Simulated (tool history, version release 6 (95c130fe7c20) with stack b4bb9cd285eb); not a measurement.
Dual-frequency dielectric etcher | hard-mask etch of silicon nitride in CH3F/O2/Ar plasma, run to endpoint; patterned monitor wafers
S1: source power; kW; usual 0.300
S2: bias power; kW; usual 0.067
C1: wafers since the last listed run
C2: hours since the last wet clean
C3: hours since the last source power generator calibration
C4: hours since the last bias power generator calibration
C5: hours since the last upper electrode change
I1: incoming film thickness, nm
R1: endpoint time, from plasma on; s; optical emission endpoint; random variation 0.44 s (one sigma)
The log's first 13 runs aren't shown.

run,hour,S1,S2,C1,C2,C3,C4,C5,I1,R1
14,619.0,0.330,0.057,729,128.3,235.0,80.4,255.0,40.67,69.1
15,683.3,0.260,0.067,763,192.6,299.3,144.7,319.3,40.53,71.4
16,710.1,0.300,0.067,318,219.4,326.1,171.5,346.1,40.17,66.6
17,766.6,0.260,0.067,671,275.9,382.6,228.0,402.6,40.11,71.0
18,813.2,0.300,0.067,553,322.5,429.2,274.6,449.2,40.80,68.4
19,871.8,0.270,0.061,696,381.1,487.8,333.2,507.8,40.79,73.0
20,932.5,0.300,0.067,721,441.8,548.5,393.9,568.5,40.55,66.6
# hour 982.1: wet clean of the chamber
21,989.9,0.300,0.075,396,7.8,605.9,451.3,625.9,40.88,65.4
22,1031.0,0.240,0.067,488,48.9,647.0,492.4,667.0,39.98,73.0
23,1083.7,0.300,0.067,625,101.6,699.7,545.1,719.7,40.45,67.1
24,1124.9,0.370,0.058,489,142.8,740.9,586.3,760.9,40.42,65.4
25,1149.8,0.270,0.067,295,167.7,765.8,611.2,785.8,40.29,70.0
26,1182.7,0.300,0.067,390,200.6,798.7,644.1,818.7,40.35,67.7
27,1245.2,0.340,0.062,742,263.1,861.2,706.6,881.2,40.27,65.0
28,1276.9,0.260,0.061,376,294.8,892.9,738.3,912.9,40.18,74.0
29,1302.8,0.250,0.051,307,320.7,918.8,764.2,938.8,39.89,82.8
30,1351.0,0.370,0.079,572,368.9,967.0,812.4,987.0,40.07,56.3
31,1378.1,0.300,0.067,321,396.0,994.1,839.5,1014.1,40.17,67.2
32,1430.8,0.370,0.052,625,448.7,1046.8,892.2,1066.8,39.86,67.7
# hour 1506.7: wet clean of the chamber
33,1597.0,0.270,0.053,1689,90.3,1213.0,1058.4,1233.0,40.73,79.6
34,1629.4,0.350,0.083,384,122.7,1245.4,1090.8,1265.4,40.21,57.2

5 ways to go on from here, each from the tool as it stands after run 34. What would each give?
A,1629.8,0.300,0.067,4,123.1,1245.8,1091.2,1265.8,40.29,?
B,1629.8,0.250,0.053,4,123.1,1245.8,1091.2,1265.8,40.29,?
C,1629.8,0.320,0.051,4,123.1,1245.8,1091.2,1265.8,40.29,?
D,1629.8,0.270,0.081,4,123.1,1245.8,1091.2,1265.8,40.29,?
E,1629.8,0.300,0.059,4,123.1,1245.8,1091.2,1265.8,40.29,?

run,R1
A,67.7
B,81.6
C,74.1
D,65.2
E,71.6
Without the tool's hidden state the same runs would have given:
run,R1
A,66.8
B,80.6
C,73.2
D,64.4
E,70.7
